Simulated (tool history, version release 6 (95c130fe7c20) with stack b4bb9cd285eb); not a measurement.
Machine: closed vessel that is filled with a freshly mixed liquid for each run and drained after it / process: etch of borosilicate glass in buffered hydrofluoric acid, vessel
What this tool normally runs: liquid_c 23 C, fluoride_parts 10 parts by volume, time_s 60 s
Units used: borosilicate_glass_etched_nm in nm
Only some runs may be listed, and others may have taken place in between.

run     day  liquid_c  fluoride_parts  time_s  wafers since the last listed run  hours since the thermometer was replaced  hours since the hydrofluoric acid flow meter was replaced  hours since the gauge calibration  read-back film thickness of the borosilicate glass reference wafer, read on the same gauge (nm)  borosilicate_glass_etched_nm
  1       0      20.5               7      60                                 0                                     372.4                                                      379.3                              169.8                                                                                            59.99                         88.99
  2   1.062      20.5               7      60                              3832                                     397.9                                                      404.8                              195.3                                                                                            59.99                         89.33
  3   2.554        23              10      60                              5380                                     433.7                                                      440.6                              231.1                                                                                            59.99                         72.85
  4   3.054        23              10      60                              1803                                     445.7                                                      452.6                              243.1                                                                                            60.02                         74.56
  5   3.738        23              10      60                              2464                                     462.1                                                        469                              259.5                                                                                            59.98                         72.85
  6   5.046        23              10      60                              4719                                     493.5                                                      500.4                              290.9                                                                                               60                         72.72
  7   6.242        23              10      60                              4313                                     522.2                                                      529.1                              319.6                                                                                               60                          74.1
  8   7.354        23              10      60                              4012                                     548.9                                                      555.8                              346.3                                                                                            60.02                         73.39
  9   8.496        23              10      75                              4118                                     576.3                                                      583.2                              373.7                                                                                            59.96                         91.28
 10     9.4        23              10      75                              3261                                       598                                                      604.9                              395.4                                                                                            59.97                         91.55
 11  10.158        23              10      60                              2735                                     616.2                                                      623.1                              413.6                                                                                            60.02                         74.66
 12  11.096        26             7.5      60                              3381                                     638.7                                                      645.6                              436.1                                                                                            59.95                        115.23
 13  12.971        26             7.5      60                              6763                                     683.7                                                      690.6                              481.1                                                                                            59.98                        116.58
 14  14.429        26             7.5      60                              5260                                     718.7                                                      725.6                              516.1                                                                                            59.97                        115.78
 15   15.75        20            13.5      40                              4764                                     750.4                                                      757.3                              547.8                                                                                            60.02                         31.93
 16  16.558        18              10      60                              2915                                     769.8                                                      776.7                              567.2                                                                                            59.97                         57.79
 17  17.842      27.5             7.5      60                              4629                                     800.6                                                      807.5                                598                                                                                            59.99                        128.32
 18  18.404        20             8.5      95                              2029                                     814.1                                                        821                              611.5                                                                                            60.04                        116.54
 19  19.683      25.5              14      60                              4614                                     844.8                                                      851.7                              642.2                                                                                            59.98                         63.12
     20.042  -- thermometer replaced
     20.446  -- hydrofluoric acid flow meter replaced
 20  20.667      19.5             6.5      90                              3246                                        15                                                        5.3                              665.8                                                                                               60                        130.43
     21.833  -- gauge calibrated
 21  22.158        23              10      75                              5380                                      50.8                                                       41.1                                7.8                                                                                            59.97                         88.38
 22  23.658        21            13.5      90                              5410                                      86.8                                                       77.1                               43.8                                                                                               60                         70.56
 23  24.512      26.5              10      30                              3081                                     107.3                                                       97.6                               64.3                                                                                            59.96                         42.64
 24  25.021        23              10      90                              1833                                     119.5                                                      109.8                               76.5                                                                                            60.02                        106.15
 25  28.929        23              10      90                             14098                                     213.3                                                      203.6                              170.3                                                                                            60.05                        109.41
 26  29.838        23              10      60                              3276                                     235.1                                                      225.4                              192.1                                                                                            59.98                         71.63
 27  31.142      26.5              10      30                              4704                                     266.4                                                      256.7                              223.4                                                                                            60.01                         42.59
 28  34.929        23              10      80                             13662                                     357.3                                                      347.6                              314.3                                                                                               60                         97.86

Alternative continuations, all from the tool just after run 28; predict every row:
  A  34.958        23              10      60                               105                                       358                                                      348.3                                315                                                                                                ?                             ?
  B  34.958        23             8.5      60                               105                                       358                                                      348.3                                315                                                                                                ?                             ?
  C  34.958      26.5              10      80                               105                                       358                                                      348.3                                315                                                                                                ?                             ?

run  read-back film thickness of the borosilicate glass reference wafer, read on the same gauge (nm)  borosilicate_glass_etched_nm
  A                                                                                            60.03                         73.52
  B                                                                                            60.03                          83.8
  C                                                                                            60.03                        117.95
With no hidden state in the tool, these same runs would have given:
run  borosilicate_glass_etched_nm
  A                         69.12
  B                          78.8
  C                        111.04
